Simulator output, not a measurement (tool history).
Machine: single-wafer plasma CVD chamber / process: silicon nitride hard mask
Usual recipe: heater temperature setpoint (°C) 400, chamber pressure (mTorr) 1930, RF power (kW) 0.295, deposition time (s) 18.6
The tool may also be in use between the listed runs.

run,hour,heater temperature setpoint (°C),chamber pressure (mTorr),RF power (kW),deposition time (s),wafers since the last listed run,hours since the last thermocouple change,hours since the last RF generator calibration,hours since the last manometer calibration,hours since the showerhead was replaced,hours since the gauge calibration,"read-back reference wafer on the same gauge, thickness_nm",mean film thickness on the monitor wafer (angstrom)
1,0,400,1930,0.295,16.7,0,684.2,639.1,1513.8,778.5,890.3,19.384,215.03
2,87.6,400,1930,0.295,16.7,2607,771.8,726.7,1601.4,866.1,977.9,19.37,215.2
3,177.5,400,1930,0.325,18.6,2676,861.7,816.6,1691.3,956,1067.8,19.378,258.27
4,259.8,400,1930,0.295,18.6,2450,944,898.9,1773.6,1038.3,1150.1,19.381,240.29
5,558.4,400,2070,0.255,18.6,8889,1242.6,1197.5,2072.2,1336.9,1448.7,19.408,214.48
6,639.4,400,2070,0.255,18.6,2411,1323.6,1278.5,2153.2,1417.9,1529.7,19.389,212.97
7,745.2,400,2070,0.255,18.6,3149,1429.4,1384.3,2259,1523.7,1635.5,19.393,212.88
8,825.3,400,1930,0.295,18.6,2384,1509.5,1464.4,2339.1,1603.8,1715.6,19.368,239.31
# hour 868.7: RF generator calibrated
9,883,400,1930,0.295,18.6,1479,1567.2,14.3,2396.8,1661.5,1773.3,19.382,236.13
10,958.1,395,1930,0.295,18.6,2235,1642.3,89.4,2471.9,1736.6,1848.4,19.415,240.85
# hour 973.5: capacitance manometer re-zeroed and calibrated
11,1027.4,395,1930,0.295,18.6,1824,1711.6,158.7,53.9,1805.9,1917.7,19.416,239.33
12,1108.4,395,1930,0.295,18.6,2411,1792.6,239.7,134.9,1886.9,1998.7,19.392,240.07
13,1182.5,400,1930,0.335,18.6,2205,1866.7,313.8,209,1961,2072.8,19.445,266.04
# hour 1195: thermocouple changed; heater temperature recalibrated
14,1259.5,400,1680,0.275,18.6,2054,64.5,390.8,286,2038,2149.8,19.443,210.3
15,1346.8,400,2100,0.315,16.5,2598,151.8,478.1,373.3,2125.3,2237.1,19.42,233.83
# hour 1365.4: gauge calibrated
16,1393.9,400,1680,0.295,18.6,1402,198.9,525.2,420.4,2172.4,28.5,19.375,221.59
# hour 1469.3: showerhead replaced
17,1480.7,400,1930,0.295,18.6,2345,285.7,612,507.2,11.4,115.3,19.433,238.46
18,1546.3,395,1930,0.335,16.2,1952,351.3,677.6,572.8,77,180.9,19.416,230.11
19,1639.5,400,2330,0.255,16.1,2774,444.5,770.8,666,170.2,274.1,19.379,193.59
20,1695.6,405,1930,0.31,18.6,1670,500.6,826.9,722.1,226.3,330.2,19.439,250.14
21,1743,400,1930,0.295,18.6,1411,548,874.3,769.5,273.7,377.6,19.333,237.55
22,1817.4,400,1930,0.295,18.6,2214,622.4,948.7,843.9,348.1,452,19.381,238.19
23,1858.3,400,2390,0.24,18.6,1217,663.3,989.6,884.8,389,492.9,19.378,212.12
24,1901.3,400,1660,0.295,18.6,1280,706.3,1032.6,927.8,432,535.9,19.359,220.95
25,2007.1,400,2220,0.295,18.6,3149,812.1,1138.4,1033.6,537.8,641.7,19.387,254.8
26,2154.6,400,2410,0.335,21.7,4391,959.6,1285.9,1181.1,685.3,789.2,19.42,340.45

4 ways to go on from here, each from the tool as it stands after run 26. What would each give?
A,2155,400,1930,0.255,18.6,11,960,1286.3,1181.5,685.7,789.6,?,?
B,2155,412,1930,0.295,18.6,11,960,1286.3,1181.5,685.7,789.6,?,?
C,2155,412,2310,0.345,18.6,11,960,1286.3,1181.5,685.7,789.6,?,?
D,2155,400,1930,0.24,19.6,11,960,1286.3,1181.5,685.7,789.6,?,?

run,"read-back reference wafer on the same gauge, thickness_nm",mean film thickness on the monitor wafer (angstrom)
A,19.425,205.48
B,19.425,234.85
C,19.425,288.14
D,19.425,203.27
Had the tool no hidden state, the same runs would have come out as:
run,mean film thickness on the monitor wafer (angstrom)
A,205.48
B,234.85
C,288.14
D,203.27
